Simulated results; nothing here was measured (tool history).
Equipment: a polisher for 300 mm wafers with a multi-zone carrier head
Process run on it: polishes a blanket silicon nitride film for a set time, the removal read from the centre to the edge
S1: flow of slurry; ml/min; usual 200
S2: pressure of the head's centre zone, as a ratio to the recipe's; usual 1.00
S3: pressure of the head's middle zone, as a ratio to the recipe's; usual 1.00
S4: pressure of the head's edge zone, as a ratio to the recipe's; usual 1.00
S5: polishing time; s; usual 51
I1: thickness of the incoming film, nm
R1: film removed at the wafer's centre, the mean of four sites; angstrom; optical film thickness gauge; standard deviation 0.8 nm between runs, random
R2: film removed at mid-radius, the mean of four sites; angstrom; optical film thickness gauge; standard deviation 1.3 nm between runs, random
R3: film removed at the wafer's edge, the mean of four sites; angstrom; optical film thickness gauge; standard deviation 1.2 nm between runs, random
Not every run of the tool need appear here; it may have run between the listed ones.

{"run": 1, "hour": 0.0, "S1": 200, "S2": 1.0, "S3": 1.0, "S4": 1.0, "S5": 51, "I1": 830.0, "R1": 1124, "R2": 1107, "R3": 1107}
{"run": 2, "hour": 19.5, "S1": 200, "S2": 1.0, "S3": 1.0, "S4": 1.0, "S5": 51, "I1": 840.0, "R1": 1100, "R2": 1129, "R3": 1112}
{"run": 3, "hour": 41.1, "S1": 200, "S2": 1.0, "S3": 1.0, "S4": 1.0, "S5": 59, "I1": 835.5, "R1": 1278, "R2": 1269, "R3": 1266}
{"run": 4, "hour": 76.1, "S1": 200, "S2": 1.0, "S3": 1.0, "S4": 1.0, "S5": 59, "I1": 847.9, "R1": 1252, "R2": 1260, "R3": 1253}
{"run": 5, "hour": 109.9, "S1": 200, "S2": 1.0, "S3": 1.0, "S4": 0.95, "S5": 51, "I1": 846.6, "R1": 1081, "R2": 1084, "R3": 1065}
{"run": 6, "hour": 123.4, "S1": 200, "S2": 1.0, "S3": 1.0, "S4": 0.95, "S5": 51, "I1": 858.4, "R1": 1103, "R2": 1081, "R3": 1056}
{"hour": 132.9, "done": "carrier head's membrane replaced by a new one"}
{"hour": 134.5, "done": "worn pad replaced by a new one"}
{"hour": 153.4, "done": "slurry nozzle cleaned"}
{"run": 7, "hour": 215.5, "S1": 200, "S2": 1.08, "S3": 1.0, "S4": 1.0, "S5": 39, "I1": 823.8, "R1": 881, "R2": 855, "R3": 841}
{"run": 8, "hour": 230.8, "S1": 200, "S2": 0.91, "S3": 0.88, "S4": 0.93, "S5": 65, "I1": 839.7, "R1": 1308, "R2": 1260, "R3": 1341}
{"run": 9, "hour": 255.3, "S1": 200, "S2": 0.92, "S3": 1.06, "S4": 0.94, "S5": 51, "I1": 838.7, "R1": 1020, "R2": 1146, "R3": 1055}
{"run": 10, "hour": 287.6, "S1": 200, "S2": 1.0, "S3": 1.0, "S4": 1.0, "S5": 51, "I1": 850.0, "R1": 1083, "R2": 1069, "R3": 1086}
{"hour": 314.5, "done": "edge zone pressure recalibrated"}
{"hour": 322.1, "done": "worn pad replaced by a new one"}
{"run": 11, "hour": 322.6, "S1": 250, "S2": 1.0, "S3": 1.03, "S4": 0.95, "S5": 64, "I1": 832.5, "R1": 1463, "R2": 1499, "R3": 1390}
{"run": 12, "hour": 339.6, "S1": 230, "S2": 1.0, "S3": 1.0, "S4": 0.89, "S5": 51, "I1": 840.7, "R1": 1148, "R2": 1160, "R3": 1051}
{"run": 13, "hour": 364.0, "S1": 155, "S2": 1.0, "S3": 1.12, "S4": 1.07, "S5": 57, "I1": 843.1, "R1": 1184, "R2": 1318, "R3": 1252}
{"hour": 371.7, "done": "centre zone pressure recalibrated"}
{"run": 14, "hour": 391.0, "S1": 200, "S2": 1.0, "S3": 1.03, "S4": 1.0, "S5": 38, "I1": 846.6, "R1": 822, "R2": 826, "R3": 823}
{"hour": 417.8, "done": "slurry nozzle cleaned"}
{"run": 15, "hour": 424.7, "S1": 200, "S2": 1.0, "S3": 1.0, "S4": 1.0, "S5": 51, "I1": 838.7, "R1": 1096, "R2": 1081, "R3": 1077}
{"run": 16, "hour": 439.3, "S1": 250, "S2": 1.0, "S3": 1.07, "S4": 0.94, "S5": 51, "I1": 834.5, "R1": 1131, "R2": 1189, "R3": 1076}
{"run": 17, "hour": 465.9, "S1": 200, "S2": 1.0, "S3": 0.94, "S4": 1.08, "S5": 59, "I1": 837.3, "R1": 1246, "R2": 1184, "R3": 1292}
{"hour": 493.2, "done": "worn pad replaced by a new one"}
{"run": 18, "hour": 495.7, "S1": 200, "S2": 1.08, "S3": 0.92, "S4": 0.93, "S5": 51, "I1": 844.8, "R1": 1182, "R2": 1039, "R3": 1088}
{"run": 19, "hour": 517.9, "S1": 200, "S2": 1.0, "S3": 1.11, "S4": 1.11, "S5": 51, "I1": 834.2, "R1": 1104, "R2": 1198, "R3": 1147}
{"run": 20, "hour": 563.2, "S1": 200, "S2": 1.0, "S3": 1.0, "S4": 1.0, "S5": 51, "I1": 842.9, "R1": 1099, "R2": 1078, "R3": 1125}
{"run": 21, "hour": 580.6, "S1": 200, "S2": 1.0, "S3": 1.0, "S4": 1.0, "S5": 51, "I1": 849.8, "R1": 1091, "R2": 1112, "R3": 1081}
{"run": 22, "hour": 601.7, "S1": 200, "S2": 1.07, "S3": 1.0, "S4": 0.92, "S5": 51, "I1": 847.7, "R1": 1138, "R2": 1091, "R3": 1032}
{"run": 23, "hour": 619.5, "S1": 200, "S2": 1.08, "S3": 1.0, "S4": 1.0, "S5": 39, "I1": 838.0, "R1": 879, "R2": 835, "R3": 836}

A few steps of R1 between consecutive runs. Split each: what settings, incoming material and random variation would produce without the hidden state, and what is left over for the hidden state, along with gauge scatter present in only one of the two compared results (measured, and without hidden state):
Hidden conditions of the tool in this case: removal rate lost through wear of the pad, %; slurry flow missing at the pad, %; deviation of the centre zone's pressure from its setpoint, %; deviation of the edge zone's pressure from its setpoint, %.
Run 7 -> 8: S2 1.08 -> 0.91, S3 1.00 -> 0.88, S4 1.00 -> 0.93, S5 39 -> 65. R1 +427 angstrom: hidden state -15, all else +442.
Run 10 -> 11: S1 200 -> 250, S3 1.00 -> 1.03, S4 1.00 -> 0.95, S5 51 -> 64, edge zone pressure recalibrated, worn pad replaced by a new one. R1 +380 angstrom: hidden state +32, all else +348.
Run 17 -> 18: S2 1.00 -> 1.08, S3 0.94 -> 0.92, S4 1.08 -> 0.93, S5 59 -> 51, worn pad replaced by a new one. R1 -64 angstrom: hidden state +40, all else -104.

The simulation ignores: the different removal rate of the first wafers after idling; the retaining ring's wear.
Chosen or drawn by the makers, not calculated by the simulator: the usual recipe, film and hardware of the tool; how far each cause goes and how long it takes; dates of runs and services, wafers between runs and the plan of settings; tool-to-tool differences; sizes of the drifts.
